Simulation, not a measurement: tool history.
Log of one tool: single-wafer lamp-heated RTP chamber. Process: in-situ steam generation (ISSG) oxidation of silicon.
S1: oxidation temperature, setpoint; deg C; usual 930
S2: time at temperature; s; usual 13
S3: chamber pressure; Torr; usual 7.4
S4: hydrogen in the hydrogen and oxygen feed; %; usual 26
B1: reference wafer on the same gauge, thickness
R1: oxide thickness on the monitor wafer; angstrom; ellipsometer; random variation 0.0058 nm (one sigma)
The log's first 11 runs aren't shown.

| run | day | S1 | S2 | S3 | S4 | B1 | R1 |
|---|---|---|---|---|---|---|---|
|  | 23.254 | pyrometer window cleaned and pyrometer calibrated |
| 12 | 23.275 | 930 | 13 | 7.4 | 26 | 3.759 | 38.64 |
|  | 24.542 | pressure gauge zeroed |
| 13 | 24.658 | 930 | 13 | 7.4 | 26 | 3.759 | 38.64 |
| 14 | 26.975 | 930 | 16 | 7.4 | 26 | 3.761 | 41.86 |
|  | 27.621 | hydrogen flow controller replaced |
|  | 28.771 | gauge calibrated |
| 15 | 29.100 | 930 | 16 | 7.4 | 26 | 3.760 | 41.91 |
| 16 | 31.542 | 916 | 18 | 6.9 | 26 | 3.760 | 42.19 |
| 17 | 33.850 | 948 | 18 | 6.9 | 32 | 3.761 | 48.94 |
| 18 | 35.875 | 922 | 13 | 7.4 | 26 | 3.759 | 38.37 |
| 19 | 38.217 | 930 | 13 | 7.4 | 26 | 3.760 | 39.41 |
|  | 39.483 | pyrometer window cleaned and pyrometer calibrated |
| 20 | 39.504 | 930 | 13 | 7.4 | 26 | 3.761 | 38.74 |
| 21 | 41.917 | 930 | 14 | 8.3 | 26 | 3.759 | 39.77 |
| 22 | 42.933 | 930 | 11 | 7.4 | 19 | 3.760 | 33.71 |
| 23 | 45.467 | 930 | 13 | 7.4 | 26 | 3.761 | 38.95 |
| 24 | 47.188 | 930 | 17 | 7.4 | 32 | 3.760 | 45.43 |
| 25 | 48.529 | 936 | 8 | 6.9 | 30 | 3.761 | 34.97 |
| 26 | 51.092 | 930 | 13 | 7.4 | 32 | 3.760 | 41.55 |
|  | 53.904 | pyrometer window cleaned and pyrometer calibrated |
| 27 | 53.925 | 930 | 13 | 7.4 | 23 | 3.760 | 37.51 |
| 28 | 56.333 | 924 | 17 | 6.9 | 32 | 3.760 | 44.42 |
| 29 | 61.008 | 930 | 10 | 6.9 | 18 | 3.761 | 32.17 |
| 30 | 63.175 | 930 | 13 | 7.4 | 26 | 3.760 | 39.14 |
| 31 | 66.092 | 930 | 8 | 7.4 | 26 | 3.761 | 33.30 |

Run 32 comes next. What will it give?
| 32 | 68.658 | 930 | 13 | 7.4 | 26 | ? | ? |

Run 32 gave B1 3.760, R1 39.33 angstrom.
Without the tool's hidden state the same run would have given R1 38.72 angstrom.
